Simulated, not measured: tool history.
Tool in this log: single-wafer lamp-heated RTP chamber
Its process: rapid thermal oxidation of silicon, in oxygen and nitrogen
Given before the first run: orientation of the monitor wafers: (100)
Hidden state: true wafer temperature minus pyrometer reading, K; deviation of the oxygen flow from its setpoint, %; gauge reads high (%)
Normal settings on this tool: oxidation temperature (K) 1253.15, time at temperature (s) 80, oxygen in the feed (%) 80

run	hour	oxidation temperature (K)	time at temperature (s)	oxygen in the feed (%)	wafers since the last listed run	wafers since the last pyrometer calibration	hours since the oxygen flow controller was replaced	hours since the gauge calibration	read-back reference wafer on the same gauge, thickness	oxide thickness on the monitor wafer (Å)
1	0	1253.15	80	80	0	3006	5931.3	187.2	5.236	62.4
2	13.8	1253.15	80	80	145	3152	5945.1	201	5.234	62.26
3	34.5	1253.15	107	80	217	3369	5965.8	221.7	5.243	70.73
4	49.1	1253.15	107	80	153	3523	5980.4	236.3	5.243	70.72
5	80.7	1253.15	107	80	332	3856	6012	267.9	5.24	70.58
6	115.7	1253.15	80	80	368	4224	6047	302.9	5.24	61.98
7	153.5	1253.15	80	80	397	4622	6084.8	340.7	5.243	62.32
# hour 160.5: gauge calibrated
8	178.3	1261.15	80	97	260	4883	6109.6	17.8	5.239	70.38
9	211.7	1280.15	92	93	351	5234	6143	51.2	5.241	85.4
10	243.2	1282.15	65	80	331	5566	6174.5	82.7	5.239	70.26
11	260.4	1270.15	57	66	181	5747	6191.7	99.9	5.24	57.18
# hour 283.5: oxygen flow controller replaced
# hour 298.4: pyrometer window cleaned and pyrometer calibrated
12	298.9	1253.15	54	70	236	5	15.4	138.4	5.243	50.37
13	307.1	1253.15	80	80	86	91	23.6	146.6	5.244	62.41
14	331.4	1230.15	80	80	255	347	47.9	170.9	5.245	52.38
15	360.3	1263.15	104	72	304	651	76.8	199.8	5.238	72.55
16	391.9	1243.15	97	69	332	984	108.4	231.4	5.238	60
17	409.8	1253.15	80	80	188	1172	126.3	249.3	5.239	62.17

Below are 3 alternative next runs, each starting from the tool's condition after run 17. Predict each:
A	410.3	1253.15	43	80	5	1177	126.8	249.8	?	?
B	410.3	1253.15	80	90	5	1177	126.8	249.8	?	?
C	410.3	1229.15	80	80	5	1177	126.8	249.8	?	?

run	read-back reference wafer on the same gauge, thickness	oxide thickness on the monitor wafer (Å)
A	5.239	47.94
B	5.239	64.8
C	5.239	52.18
Without the tool's hidden state the same runs would have given:
run	oxide thickness on the monitor wafer (Å)
A	47.94
B	64.8
C	52.18
